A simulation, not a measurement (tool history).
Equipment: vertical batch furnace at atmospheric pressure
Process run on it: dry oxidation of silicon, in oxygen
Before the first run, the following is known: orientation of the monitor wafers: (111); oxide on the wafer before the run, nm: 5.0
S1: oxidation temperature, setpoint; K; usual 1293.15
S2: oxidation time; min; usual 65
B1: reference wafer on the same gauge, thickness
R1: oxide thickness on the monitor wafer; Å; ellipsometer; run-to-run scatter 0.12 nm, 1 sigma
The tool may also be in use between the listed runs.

{"run": 1, "hour": 0.0, "S1": 1302.15, "S2": 86.5, "B1": 72.46, "R1": 1033.7}
{"run": 2, "hour": 34.3, "S1": 1302.15, "S2": 86.5, "B1": 72.48, "R1": 1036.5}
{"run": 3, "hour": 60.6, "S1": 1293.15, "S2": 65, "B1": 72.51, "R1": 818.1}
{"run": 4, "hour": 93.9, "S1": 1293.15, "S2": 65, "B1": 72.47, "R1": 818.6}
{"run": 5, "hour": 129.6, "S1": 1293.15, "S2": 65, "B1": 72.51, "R1": 818.7}
{"run": 6, "hour": 148.4, "S1": 1293.15, "S2": 55, "B1": 72.51, "R1": 736.1}
{"hour": 184.1, "done": "thermocouples replaced and temperature profile calibrated"}
{"run": 7, "hour": 184.6, "S1": 1293.15, "S2": 55, "B1": 72.53, "R1": 716.5}
{"run": 8, "hour": 188.8, "S1": 1311.15, "S2": 65, "B1": 72.51, "R1": 895.5}
{"run": 9, "hour": 200.4, "S1": 1311.15, "S2": 65, "B1": 72.49, "R1": 894.2}
{"hour": 212.5, "done": "gauge calibrated"}
{"run": 10, "hour": 218.2, "S1": 1311.15, "S2": 65, "B1": 72.49, "R1": 894.7}
{"run": 11, "hour": 237.8, "S1": 1293.15, "S2": 74, "B1": 72.53, "R1": 863.9}
{"run": 12, "hour": 255.1, "S1": 1293.15, "S2": 74, "B1": 72.51, "R1": 866.4}
{"run": 13, "hour": 281.7, "S1": 1293.15, "S2": 74, "B1": 72.47, "R1": 864.5}
{"hour": 323.5, "done": "boat lift adjusted"}
{"run": 14, "hour": 324.0, "S1": 1303.15, "S2": 65, "B1": 72.47, "R1": 868.8}
{"run": 15, "hour": 338.7, "S1": 1271.15, "S2": 89.5, "B1": 72.46, "R1": 854.8}
{"run": 16, "hour": 355.1, "S1": 1302.15, "S2": 57, "B1": 72.5, "R1": 793.2}
{"run": 17, "hour": 374.3, "S1": 1293.15, "S2": 65, "B1": 72.52, "R1": 817.6}
{"run": 18, "hour": 405.5, "S1": 1282.15, "S2": 53, "B1": 72.52, "R1": 661.8}
{"run": 19, "hour": 426.3, "S1": 1293.15, "S2": 65, "B1": 72.52, "R1": 813.2}
{"run": 20, "hour": 442.0, "S1": 1293.15, "S2": 65, "B1": 72.54, "R1": 814.1}
{"run": 21, "hour": 463.5, "S1": 1268.15, "S2": 65, "B1": 72.51, "R1": 679.6}
{"run": 22, "hour": 480.5, "S1": 1304.15, "S2": 78, "B1": 72.51, "R1": 977.8}
{"run": 23, "hour": 503.3, "S1": 1280.15, "S2": 43, "B1": 72.5, "R1": 568.3}
{"run": 24, "hour": 531.2, "S1": 1304.15, "S2": 48, "B1": 72.48, "R1": 723}
{"run": 25, "hour": 562.2, "S1": 1303.15, "S2": 65, "B1": 72.51, "R1": 866.7}
{"run": 26, "hour": 574.8, "S1": 1293.15, "S2": 65, "B1": 72.49, "R1": 814.7}
{"run": 27, "hour": 592.4, "S1": 1269.15, "S2": 39.5, "B1": 72.5, "R1": 494.2}
{"run": 28, "hour": 609.3, "S1": 1274.15, "S2": 65, "B1": 72.48, "R1": 708.5}

Forecast each of these 5 alternatives for the next run:
{"run": "A", "hour": 613.6, "S1": 1293.15, "S2": 49, "B1": "?", "R1": "?"}
{"run": "B", "hour": 613.6, "S1": 1276.15, "S2": 91.5, "B1": "?", "R1": "?"}
{"run": "C", "hour": 613.6, "S1": 1313.15, "S2": 54, "B1": "?", "R1": "?"}
{"run": "D", "hour": 613.6, "S1": 1269.15, "S2": 65, "B1": "?", "R1": "?"}
{"run": "E", "hour": 613.6, "S1": 1301.15, "S2": 50, "B1": "?", "R1": "?"}

run=A B1=72.46 R1=682.3
run=B B1=72.46 R1=899.5
run=C B1=72.46 R1=822.1
run=D B1=72.46 R1=685.7
run=E B1=72.46 R1=728.3
With no hidden state in the tool, these same runs would have given:
run=A R1=683.1
run=B R1=900.7
run=C R1=822.9
run=D R1=686.5
run=E R1=729.1
